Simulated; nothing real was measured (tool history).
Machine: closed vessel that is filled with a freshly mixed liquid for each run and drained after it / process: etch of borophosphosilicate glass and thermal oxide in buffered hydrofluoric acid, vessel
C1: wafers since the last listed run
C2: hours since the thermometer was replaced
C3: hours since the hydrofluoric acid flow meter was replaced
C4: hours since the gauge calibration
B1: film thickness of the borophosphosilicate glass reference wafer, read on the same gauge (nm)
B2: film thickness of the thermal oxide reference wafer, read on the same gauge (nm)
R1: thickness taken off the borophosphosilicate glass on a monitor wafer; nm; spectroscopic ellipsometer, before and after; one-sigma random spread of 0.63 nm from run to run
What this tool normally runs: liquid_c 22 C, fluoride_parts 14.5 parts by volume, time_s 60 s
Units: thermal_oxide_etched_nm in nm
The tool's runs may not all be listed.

Run 1, hour 0: usual settings; C1 0; C2 2580.4; C3 1779.9; C4 33; B1 149.98; B2 30.01. Result: R1 90.2 nm, thermal_oxide_etched_nm 39.37 nm.
Run 2, hour 14: usual settings; C1 1625; C2 2594.4; C3 1793.9; C4 47; B1 149.99; B2 30.01. Result: R1 90.32 nm, thermal_oxide_etched_nm 39.33 nm.
Run 3, hour 22.1: usual settings; C1 940; C2 2602.5; C3 1802; C4 55.1; B1 149.96; B2 29.98. Result: R1 88.79 nm, thermal_oxide_etched_nm 40.24 nm.
Run 4, hour 38: usual settings but fluoride_parts 13 parts by volume; C1 1845; C2 2618.4; C3 1817.9; C4 71; B1 149.96; B2 30.01. Result: R1 99.77 nm, thermal_oxide_etched_nm 44.06 nm.
Run 5, hour 56: usual settings but fluoride_parts 13 parts by volume; C1 2089; C2 2636.4; C3 1835.9; C4 89; B1 149.99; B2 29.98. Result: R1 98.71 nm, thermal_oxide_etched_nm 44.21 nm.
At hour 57.7: thermometer replaced.
Run 6, hour 65.6: usual settings but fluoride_parts 13 parts by volume; C1 998; C2 7.9; C3 1845.5; C4 98.6; B1 150; B2 29.99. Result: R1 98.4 nm, thermal_oxide_etched_nm 44.34 nm.
At hour 68.8: gauge calibrated.
Run 7, hour 71.7: usual settings; C1 708; C2 14; C3 1851.6; C4 2.9; B1 150; B2 30. Result: R1 88.65 nm, thermal_oxide_etched_nm 39.88 nm.
Run 8, hour 80.3: usual settings but fluoride_parts 19 parts by volume, time_s 40 s; C1 998; C2 22.6; C3 1860.2; C4 11.5; B1 149.98; B2 30.03. Result: R1 45.5 nm, thermal_oxide_etched_nm 20.2 nm.
At hour 84.2: hydrofluoric acid flow meter replaced.
Run 9, hour 87.8: usual settings but liquid_c 23.5 C, time_s 40 s; C1 754; C2 30.1; C3 3.6; C4 19; B1 150.01; B2 29.98. Result: R1 63.9 nm, thermal_oxide_etched_nm 28.45 nm.
Run 10, hour 104.8: usual settings; C1 1973; C2 47.1; C3 20.6; C4 36; B1 150; B2 30. Result: R1 89.76 nm, thermal_oxide_etched_nm 39.51 nm.
Run 11, hour 122.2: usual settings but fluoride_parts 8.5 parts by volume, time_s 90 s; C1 2019; C2 64.5; C3 38; C4 53.4; B1 150.03; B2 29.97. Result: R1 219.06 nm, thermal_oxide_etched_nm 98.68 nm.
Run 12, hour 131.3: usual settings but liquid_c 19 C; C1 1056; C2 73.6; C3 47.1; C4 62.5; B1 150; B2 30.01. Result: R1 75.35 nm, thermal_oxide_etched_nm 33.56 nm.
Run 13, hour 139.1: usual settings but fluoride_parts 11 parts by volume; C1 905; C2 81.4; C3 54.9; C4 70.3; B1 149.95; B2 30. Result: R1 116.41 nm, thermal_oxide_etched_nm 52.09 nm.
Run 14, hour 151.1: usual settings but fluoride_parts 19 parts by volume, time_s 40 s; C1 1393; C2 93.4; C3 66.9; C4 82.3; B1 150.03; B2 29.99. Result: R1 45.78 nm, thermal_oxide_etched_nm 20.47 nm.

Across each entry between runs, compare the hidden state at the last listed run before it with the hidden state at the first listed run after it:
Between runs 5 and 6: thermometer replaced (hour 57.7)
  no hidden state differs between the two runs
Between runs 6 and 7: gauge calibrated (hour 68.8)
  no hidden state differs between the two runs
Between runs 8 and 9: hydrofluoric acid flow meter replaced (hour 84.2)
  no hidden state differs between the two runs
